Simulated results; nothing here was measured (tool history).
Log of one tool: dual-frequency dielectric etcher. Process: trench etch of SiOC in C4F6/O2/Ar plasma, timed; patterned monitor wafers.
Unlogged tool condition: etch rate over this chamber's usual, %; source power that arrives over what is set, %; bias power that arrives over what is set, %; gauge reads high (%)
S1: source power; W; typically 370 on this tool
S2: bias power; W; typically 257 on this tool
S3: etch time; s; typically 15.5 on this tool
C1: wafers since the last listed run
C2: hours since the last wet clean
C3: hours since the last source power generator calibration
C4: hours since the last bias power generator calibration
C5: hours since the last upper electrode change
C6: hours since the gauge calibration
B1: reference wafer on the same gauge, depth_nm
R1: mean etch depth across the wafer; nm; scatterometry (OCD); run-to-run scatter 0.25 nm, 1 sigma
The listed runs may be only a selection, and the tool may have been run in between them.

| run | day | S1 | S2 | S3 | C1 | C2 | C3 | C4 | C5 | C6 | B1 | R1 |
|---|---|---|---|---|---|---|---|---|---|---|---|---|
| 1 | 0 | 370 | 257 | 15.5 | 0 | 211.4 | 2984.8 | 3462.6 | 3632.5 | 360.7 | 32.11 | 37.07 |
| 2 | 1.054 | 370 | 257 | 15.5 | 505 | 236.7 | 3010.1 | 3487.9 | 3657.8 | 386 | 32.17 | 36.2 |
| 3 | 2.421 | 370 | 257 | 15.5 | 654 | 269.5 | 3042.9 | 3520.7 | 3690.6 | 418.8 | 32.15 | 36.79 |
| 4 | 3.254 | 370 | 257 | 15.5 | 399 | 289.5 | 3062.9 | 3540.7 | 3710.6 | 438.8 | 32.02 | 37.13 |
| 5 | 4.329 | 370 | 257 | 15.5 | 515 | 315.3 | 3088.7 | 3566.5 | 3736.4 | 464.6 | 32.12 | 36.87 |
| 6 | 5.383 | 370 | 257 | 15.5 | 505 | 340.6 | 3114 | 3591.8 | 3761.7 | 489.9 | 32.1 | 36.56 |
| 7 | 6.333 | 370 | 257 | 15.5 | 455 | 363.4 | 3136.8 | 3614.6 | 3784.5 | 512.7 | 32.13 | 37.02 |
| 8 | 7.279 | 370 | 257 | 15.5 | 453 | 386.1 | 3159.5 | 3637.3 | 3807.2 | 535.4 | 32.14 | 37.38 |
| 9 | 8.738 | 370 | 257 | 15.5 | 698 | 421.1 | 3194.5 | 3672.3 | 3842.2 | 570.4 | 32.09 | 37.71 |
| 10 | 9.758 | 370 | 257 | 15.5 | 489 | 445.6 | 3219 | 3696.8 | 3866.7 | 594.9 | 32.14 | 37.68 |
| 11 | 10.75 | 370 | 257 | 15.5 | 475 | 469.4 | 3242.8 | 3720.6 | 3890.5 | 618.7 | 32.07 | 37.27 |
| 12 | 11.792 | 370 | 257 | 15.5 | 499 | 494.4 | 3267.8 | 3745.6 | 3915.5 | 643.7 | 32.12 | 37.56 |
| 13 | 12.812 | 330 | 257 | 18.5 | 489 | 518.9 | 3292.3 | 3770.1 | 3940 | 668.2 | 32.08 | 41.99 |
|  | 14.217 | bias power generator calibrated |
|  | 15.358 | wet clean of the chamber |
|  | 17.233 | upper electrode replaced |
| 14 | 17.254 | 370 | 257 | 13.5 | 1090 | 45.5 | 3398.9 | 72.9 | 0.5 | 774.8 | 32.06 | 31.77 |
| 15 | 18.171 | 340 | 257 | 19 | 439 | 67.5 | 3420.9 | 94.9 | 22.5 | 796.8 | 32.09 | 42.23 |
| 16 | 19.475 | 320 | 257 | 19.5 | 624 | 98.8 | 3452.2 | 126.2 | 53.8 | 828.1 | 32.11 | 42.64 |
|  | 20.071 | gauge calibrated |
| 17 | 20.362 | 370 | 257 | 15.5 | 425 | 120.1 | 3473.5 | 147.5 | 75.1 | 7 | 32.06 | 36.75 |
|  | 20.567 | source power generator calibrated |
| 18 | 21.808 | 370 | 289 | 13 | 612 | 154.8 | 29.8 | 182.2 | 109.8 | 41.7 | 32.12 | 31.95 |
| 19 | 22.679 | 370 | 257 | 15.5 | 417 | 175.7 | 50.7 | 203.1 | 130.7 | 62.6 | 32.09 | 36.99 |
| 20 | 23.408 | 300 | 257 | 12 | 349 | 193.2 | 68.2 | 220.6 | 148.2 | 80.1 | 32.14 | 25.21 |
| 21 | 24.579 | 370 | 257 | 15.5 | 561 | 221.3 | 96.3 | 248.7 | 176.3 | 108.2 | 32.04 | 36.49 |
| 22 | 25.704 | 370 | 257 | 15.5 | 539 | 248.3 | 123.3 | 275.7 | 203.3 | 135.2 | 32.09 | 36.8 |
| 23 | 26.696 | 370 | 257 | 15.5 | 475 | 272.1 | 147.1 | 299.5 | 227.1 | 159 | 32.12 | 37.18 |
| 24 | 27.971 | 370 | 312 | 15.5 | 610 | 302.7 | 177.7 | 330.1 | 257.7 | 189.6 | 32.11 | 40.2 |

Forecast each of these 3 alternatives for the next run:
| A | 27.988 | 410 | 257 | 15.5 | 7 | 303.1 | 178.1 | 330.5 | 258.1 | 190 | ? | ? |
| B | 27.988 | 300 | 275 | 12 | 7 | 303.1 | 178.1 | 330.5 | 258.1 | 190 | ? | ? |
| C | 27.988 | 370 | 257 | 18 | 7 | 303.1 | 178.1 | 330.5 | 258.1 | 190 | ? | ? |

| run | B1 | R1 |
|---|---|---|
| A | 32.12 | 39.34 |
| B | 32.12 | 26.12 |
| C | 32.12 | 43.18 |
Without the tool's hidden state the same runs would have given:
| run | R1 |
|---|---|
| A | 38.72 |
| B | 25.71 |
| C | 42.5 |

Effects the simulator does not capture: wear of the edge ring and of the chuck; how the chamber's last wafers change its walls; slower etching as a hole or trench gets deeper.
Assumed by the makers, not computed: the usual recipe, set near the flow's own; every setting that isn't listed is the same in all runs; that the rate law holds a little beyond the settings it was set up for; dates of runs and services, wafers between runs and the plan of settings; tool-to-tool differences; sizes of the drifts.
